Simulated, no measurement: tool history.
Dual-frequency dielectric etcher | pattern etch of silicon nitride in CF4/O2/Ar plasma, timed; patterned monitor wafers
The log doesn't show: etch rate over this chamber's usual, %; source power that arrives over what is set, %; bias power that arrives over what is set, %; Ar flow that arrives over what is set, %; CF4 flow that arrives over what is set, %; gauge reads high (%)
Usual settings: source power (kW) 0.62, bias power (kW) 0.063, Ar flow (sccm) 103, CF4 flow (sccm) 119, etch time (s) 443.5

run   hour  source power (kW)  bias power (kW)  Ar flow (sccm)  CF4 flow (sccm)  etch time (s)  wafers since the last listed run  hours since the last wet clean  hours since the last source power generator calibration  hours since the last bias power generator calibration  hours since the last Ar flow controller change  hours since the last CF4 flow controller change  hours since the last upper electrode change  hours since the gauge calibration  read-back reference wafer on the same gauge, depth_nm  mean etch depth across the wafer (nm)
  1      0               0.51            0.063             103              119          443.5                                 0                           464.2                                                   4457.9                                                 3799.3                                          1742.4                                           2356.7                                       2873.9                              305.9                                                 1018.7                                  918.5
  2   31.6               0.51            0.063             103              119          443.5                               127                           495.8                                                   4489.5                                                 3830.9                                            1774                                           2388.3                                       2905.5                              337.5                                                 1019.4                                  917.6
  3   54.3               0.56            0.063             103              141          443.5                                91                           518.5                                                   4512.2                                                 3853.6                                          1796.7                                             2411                                       2928.2                              360.2                                                   1020                                 1041.9
  4   82.5               0.62            0.063              89              105          443.5                               113                           546.7                                                   4540.4                                                 3881.8                                          1824.9                                           2439.2                                       2956.4                              388.4                                                 1019.8                                 1133.7
  5  114.9               0.62            0.063              89              119          443.5                               130                           579.1                                                   4572.8                                                 3914.2                                          1857.3                                           2471.6                                       2988.8                              420.8                                                 1020.1                                 1149.8
     119.7  -- gauge calibrated
  6  131.9               0.62            0.063              89              119          443.5                                68                           596.1                                                   4589.8                                                 3931.2                                          1874.3                                           2488.6                                       3005.8                               12.2                                                 1019.8                                 1149.4
  7  164.6               0.62            0.063              89              119          443.5                               131                           628.8                                                   4622.5                                                 3963.9                                            1907                                           2521.3                                       3038.5                               44.9                                                 1019.2                                 1149.1
  8  177.1               0.62            0.063             103              119          443.5                                50                           641.3                                                     4635                                                 3976.4                                          1919.5                                           2533.8                                         3051                               57.4                                                 1019.9                                 1139.5
  9  195.8               0.62            0.063             103              119          443.5                                75                             660                                                   4653.7                                                 3995.1                                          1938.2                                           2552.5                                       3069.7                               76.1                                                 1021.3                                 1134.7
 10  215.3               0.62            0.063             123              119          443.5                                78                           679.5                                                   4673.2                                                 4014.6                                          1957.7                                             2572                                       3089.2                               95.6                                                 1019.9                                 1119.9
     226.5  -- source power generator calibrated
     243.3  -- wet clean of the chamber
 11  243.8               0.62             0.07             117              119            501                                30                             0.5                                                     17.3                                                 4043.1                                          1986.2                                           2600.5                                       3117.7                              124.1                                                 1020.1                                 1296.3

Forecast run 12:
     249.6  -- bias power generator calibrated
 12   250               0.62            0.063             103              119          443.5                                 8                             6.7                                                     23.5                                                    0.4                                          1992.4                                           2606.7                                       3123.9                              130.3                                                      ?                                      ?

{"run 12": {"read-back reference wafer on the same gauge, depth_nm": 1019.5, "mean etch depth across the wafer (nm)": 1122.8}}
Without the tool's hidden state the same run would have given mean etch depth across the wafer (nm) 1121.7.
